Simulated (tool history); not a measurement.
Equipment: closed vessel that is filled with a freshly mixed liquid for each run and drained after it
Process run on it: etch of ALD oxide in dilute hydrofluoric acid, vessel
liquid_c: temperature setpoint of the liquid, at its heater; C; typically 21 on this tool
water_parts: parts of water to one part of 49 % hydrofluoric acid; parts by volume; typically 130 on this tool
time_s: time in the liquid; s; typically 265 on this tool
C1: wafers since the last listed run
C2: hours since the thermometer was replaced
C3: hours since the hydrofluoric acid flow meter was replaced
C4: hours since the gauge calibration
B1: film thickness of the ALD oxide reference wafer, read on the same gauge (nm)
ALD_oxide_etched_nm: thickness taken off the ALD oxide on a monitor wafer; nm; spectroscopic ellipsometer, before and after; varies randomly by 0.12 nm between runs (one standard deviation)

Run 1, hour 0: usual settings; C1 0; C2 756.5; C3 877.7; C4 2681.4; B1 120.03. Result: ALD_oxide_etched_nm 23.05 nm.
Run 2, hour 64.3: usual settings; C1 3752; C2 820.8; C3 942; C4 2745.7; B1 120.03. Result: ALD_oxide_etched_nm 22.99 nm.
At hour 108.4: hydrofluoric acid flow meter replaced.
Run 3, hour 125.3: usual settings; C1 3501; C2 881.8; C3 16.9; C4 2806.7; B1 119.99. Result: ALD_oxide_etched_nm 21.22 nm.
Run 4, hour 198.5: usual settings; C1 4271; C2 955; C3 90.1; C4 2879.9; B1 120. Result: ALD_oxide_etched_nm 21.43 nm.
Run 5, hour 298.2: usual settings; C1 5817; C2 1054.7; C3 189.8; C4 2979.6; B1 119.98. Result: ALD_oxide_etched_nm 21.45 nm.
Run 6, hour 355.2: usual settings; C1 3326; C2 1111.7; C3 246.8; C4 3036.6; B1 119.99. Result: ALD_oxide_etched_nm 21.65 nm.
Run 7, hour 438.6: usual settings but liquid_c 18 C, time_s 390 s; C1 4866; C2 1195.1; C3 330.2; C4 3120; B1 119.97. Result: ALD_oxide_etched_nm 28.42 nm.
Run 8, hour 514.8: usual settings; C1 4446; C2 1271.3; C3 406.4; C4 3196.2; B1 120.01. Result: ALD_oxide_etched_nm 22.08 nm.
Run 9, hour 621.4: usual settings but liquid_c 17.5 C, time_s 365 s; C1 6220; C2 1377.9; C3 513; C4 3302.8; B1 119.99. Result: ALD_oxide_etched_nm 26.44 nm.
Run 10, hour 674.1: usual settings but water_parts 105 parts by volume; C1 3075; C2 1430.6; C3 565.7; C4 3355.5; B1 120.03. Result: ALD_oxide_etched_nm 28.49 nm.
Run 11, hour 762.8: usual settings; C1 5175; C2 1519.3; C3 654.4; C4 3444.2; B1 119.99. Result: ALD_oxide_etched_nm 22.11 nm.
Run 12, hour 843.6: usual settings but liquid_c 23.5 C, water_parts 95 parts by volume, time_s 405 s; C1 4714; C2 1600.1; C3 735.2; C4 3525; B1 120.03. Result: ALD_oxide_etched_nm 54.42 nm.
Run 13, hour 924.8: usual settings but liquid_c 23 C; C1 4738; C2 1681.3; C3 816.4; C4 3606.2; B1 119.95. Result: ALD_oxide_etched_nm 24.51 nm.
Run 14, hour 997.7: usual settings but liquid_c 25 C, water_parts 175 parts by volume; C1 4253; C2 1754.2; C3 889.3; C4 3679.1; B1 120.02. Result: ALD_oxide_etched_nm 18.88 nm.
Run 15, hour 1039.6: usual settings but liquid_c 24.5 C; C1 2445; C2 1796.1; C3 931.2; C4 3721; B1 120.01. Result: ALD_oxide_etched_nm 26.22 nm.
Run 16, hour 1087.4: usual settings but liquid_c 24.5 C, time_s 160 s; C1 2789; C2 1843.9; C3 979; C4 3768.8; B1 120. Result: ALD_oxide_etched_nm 15.92 nm.
At hour 1134.1: hydrofluoric acid flow meter replaced.
Run 17, hour 1161: usual settings but liquid_c 19.5 C, water_parts 90 parts by volume; C1 4236; C2 1917.5; C3 26.9; C4 3842.4; B1 120.02. Result: ALD_oxide_etched_nm 30.44 nm.
Run 18, hour 1247.2: usual settings but water_parts 155 parts by volume; C1 5030; C2 2003.7; C3 113.1; C4 3928.6; B1 119.99. Result: ALD_oxide_etched_nm 17.65 nm.
At hour 1349: gauge calibrated.
Run 19, hour 1359.5: usual settings but liquid_c 17 C, time_s 335 s; C1 6553; C2 2116; C3 225.4; C4 10.5; B1 120.04. Result: ALD_oxide_etched_nm 23.26 nm.
Run 20, hour 1625.4: usual settings but water_parts 115 parts by volume, time_s 115 s; C1 15516; C2 2381.9; C3 491.3; C4 276.4; B1 119.99. Result: ALD_oxide_etched_nm 11.02 nm.
At hour 1761.1: thermometer replaced.
Run 21, hour 1844.1: usual settings but liquid_c 25.5 C, water_parts 180 parts by volume; C1 12703; C2 83; C3 710; C4 495.1; B1 119.95. Result: ALD_oxide_etched_nm 18.27 nm.
Run 22, hour 1947.1: usual settings but liquid_c 23.5 C, water_parts 160 parts by volume, time_s 400 s; C1 6010; C2 186; C3 813; C4 598.1; B1 120. Result: ALD_oxide_etched_nm 29.77 nm.
Run 23, hour 2009.8: usual settings but liquid_c 17 C, water_parts 70 parts by volume, time_s 130 s; C1 3658; C2 248.7; C3 875.7; C4 660.8; B1 120.03. Result: ALD_oxide_etched_nm 18.74 nm.
Run 24, hour 2086.1: usual settings but liquid_c 17 C, time_s 335 s; C1 4452; C2 325; C3 952; C4 737.1; B1 120. Result: ALD_oxide_etched_nm 24.66 nm.
Run 25, hour 2129.5: usual settings; C1 2532; C2 368.4; C3 995.4; C4 780.5; B1 119.99. Result: ALD_oxide_etched_nm 22.77 nm.
Run 26, hour 2190: usual settings but liquid_c 17.5 C, water_parts 95 parts by volume, time_s 150 s; C1 3530; C2 428.9; C3 1055.9; C4 841; B1 119.99. Result: ALD_oxide_etched_nm 15.85 nm.
At hour 2202.8: hydrofluoric acid flow meter replaced.
Run 27, hour 2251.6: usual settings but time_s 340 s; C1 3536; C2 490.5; C3 48.8; C4 902.6; B1 119.98. Result: ALD_oxide_etched_nm 27.3 nm.
Run 28, hour 2448.6: usual settings but water_parts 190 parts by volume; C1 11495; C2 687.5; C3 245.8; C4 1099.6; B1 119.99. Result: ALD_oxide_etched_nm 14.09 nm.
Run 29, hour 2487.8: usual settings; C1 2287; C2 726.7; C3 285; C4 1138.8; B1 119.98. Result: ALD_oxide_etched_nm 21.79 nm.
Run 30, hour 2528.4: usual settings but water_parts 155 parts by volume; C1 2369; C2 767.3; C3 325.6; C4 1179.4; B1 119.99. Result: ALD_oxide_etched_nm 17.81 nm.
Run 31, hour 2588.1: usual settings but liquid_c 17.5 C, water_parts 90 parts by volume, time_s 375 s; C1 3483; C2 827; C3 385.3; C4 1239.1; B1 120.01. Result: ALD_oxide_etched_nm 40.83 nm.
Run 32, hour 2634.2: usual settings but liquid_c 25.5 C, water_parts 170 parts by volume, time_s 420 s; C1 2690; C2 873.1; C3 431.4; C4 1285.2; B1 120.04. Result: ALD_oxide_etched_nm 30.4 nm.
Run 33, hour 2676.4: usual settings but liquid_c 23.5 C; C1 2462; C2 915.3; C3 473.6; C4 1327.4; B1 119.99. Result: ALD_oxide_etched_nm 24.66 nm.

Exercise: give the hidden state of the tool at every run:
liquid colder than its thermometer reads (K): 0, the same for each run
gauge reads high (%): 0, the same for each run
H1: hydrofluoric acid flow above the setpoint (%)
run     H1
  1    6.6
  2   7.04
  3  0.271
  4  0.766
  5   1.44
  6   1.82
  7   2.39
  8    2.9
  9   3.62
 10   3.98
 11   4.58
 12   5.12
 13   5.67
 14   6.16
 15   6.45
 16   6.77
 17  0.457
 18   1.04
 19    1.8
 20   3.59
 21   5.07
 22   5.77
 23   6.19
 24   6.71
 25      7
 26   7.41
 27   1.18
 28   2.51
 29   2.78
 30   3.05
 31   3.45
 32   3.76
 33   4.05
